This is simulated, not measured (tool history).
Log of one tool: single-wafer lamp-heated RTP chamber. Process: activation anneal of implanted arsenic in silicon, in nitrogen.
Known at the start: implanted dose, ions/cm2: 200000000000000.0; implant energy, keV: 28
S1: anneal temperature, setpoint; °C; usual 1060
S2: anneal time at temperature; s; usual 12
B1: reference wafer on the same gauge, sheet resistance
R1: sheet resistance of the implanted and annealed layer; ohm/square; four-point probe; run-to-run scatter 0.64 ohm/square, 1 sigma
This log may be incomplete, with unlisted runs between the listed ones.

run 1 hour=0 | S1=1053 S2=12 | B1=423.14 | R1=423.28
run 2 hour=70.3 | S1=1053 S2=12 | B1=423.22 | R1=421.84
run 3 hour=137.3 | S1=1053 S2=12 | B1=422.76 | R1=421.96
run 4 hour=215.8 | S1=1060 S2=8 | B1=422.83 | R1=423.7
-- hour=263.7 reflector plate cleaned
run 5 hour=272.5 | S1=1060 S2=8 | B1=422.55 | R1=423.8
run 6 hour=311.3 | S1=1041 S2=17 | B1=422.63 | R1=420.8
run 7 hour=367.7 | S1=1078 S2=8 | B1=422.4 | R1=421.86
-- hour=377.7 pyrometer window cleaned and pyrometer calibrated
run 8 hour=458 | S1=1078 S2=8 | B1=421.98 | R1=421.43
run 9 hour=548 | S1=1060 S2=7 | B1=421.74 | R1=422.27
run 10 hour=652.9 | S1=1060 S2=7 | B1=421.5 | R1=421.59
run 11 hour=704.8 | S1=1060 S2=7 | B1=421.38 | R1=423.15
-- hour=773.1 reflector plate cleaned
run 12 hour=773.6 | S1=1060 S2=12 | B1=421.11 | R1=420.8
run 13 hour=875.2 | S1=1060 S2=12 | B1=420.76 | R1=418.62
run 14 hour=921.3 | S1=1060 S2=12 | B1=420.7 | R1=419.2
-- hour=988.1 pyrometer window cleaned and pyrometer calibrated
run 15 hour=1005 | S1=1060 S2=12 | B1=420.3 | R1=419.41
run 16 hour=1050.4 | S1=1060 S2=12 | B1=420.14 | R1=419.28
run 17 hour=1116.7 | S1=1078 S2=8 | B1=419.92 | R1=419.94
run 18 hour=1164.5 | S1=1084 S2=5 | B1=419.86 | R1=421.57
run 19 hour=1210.2 | S1=1052 S2=12 | B1=419.63 | R1=419.51
run 20 hour=1274.8 | S1=1041 S2=15 | B1=419.4 | R1=419.85
-- hour=1340.7 gauge calibrated
-- hour=1359.6 reflector plate cleaned
run 21 hour=1371.8 | S1=1079 S2=10 | B1=425.41 | R1=423.65
-- hour=1605.3 pyrometer window cleaned and pyrometer calibrated
run 22 hour=1674.2 | S1=1080 S2=15 | B1=425.31 | R1=419.11
run 23 hour=1726.2 | S1=1060 S2=7 | B1=425.27 | R1=427.33
run 24 hour=1900.8 | S1=1073 S2=15 | B1=425.31 | R1=420.28
-- hour=1927.2 reflector plate cleaned
run 25 hour=1952.9 | S1=1081 S2=18 | B1=425.21 | R1=418.26
run 26 hour=2015.8 | S1=1090 S2=8 | B1=425.13 | R1=422.24
run 27 hour=2099.2 | S1=1060 S2=12 | B1=425.06 | R1=424.99
run 28 hour=2182.8 | S1=1060 S2=12 | B1=424.91 | R1=424.97
-- hour=2240.1 pyrometer window cleaned and pyrometer calibrated
run 29 hour=2260.7 | S1=1048 S2=12 | B1=424.88 | R1=424.81
run 30 hour=2341.9 | S1=1060 S2=12 | B1=424.81 | R1=424.44
run 31 hour=2443.6 | S1=1074 S2=5 | B1=424.79 | R1=426.44
-- hour=2517.6 reflector plate cleaned
run 32 hour=2518.1 | S1=1086 S2=15 | B1=424.76 | R1=417.87
run 33 hour=2554.9 | S1=1071 S2=5 | B1=424.66 | R1=427.74
run 34 hour=2594.3 | S1=1049 S2=17 | B1=424.57 | R1=422.51
run 35 hour=2638.2 | S1=1045 S2=12 | B1=424.63 | R1=425.25

5 ways to go on from here, each from the tool as it stands after run 35. What would each give?
run A hour=2638.6 | S1=1060 S2=12 | B1=? | R1=?
run B hour=2638.6 | S1=1089 S2=18 | B1=? | R1=?
run C hour=2638.6 | S1=1075 S2=7 | B1=? | R1=?
run D hour=2638.6 | S1=1084 S2=16 | B1=? | R1=?
run E hour=2638.6 | S1=1050 S2=9 | B1=? | R1=?

run=A B1=424.6 R1=423.45
run=B B1=424.6 R1=416.15
run=C B1=424.6 R1=424.68
run=D B1=424.6 R1=418.11
run=E B1=424.6 R1=425.92
What these runs would have given with no unlogged condition in the tool:
run=A R1=424.91
run=B R1=417.59
run=C R1=426.15
run=D R1=419.56
run=E R1=427.39

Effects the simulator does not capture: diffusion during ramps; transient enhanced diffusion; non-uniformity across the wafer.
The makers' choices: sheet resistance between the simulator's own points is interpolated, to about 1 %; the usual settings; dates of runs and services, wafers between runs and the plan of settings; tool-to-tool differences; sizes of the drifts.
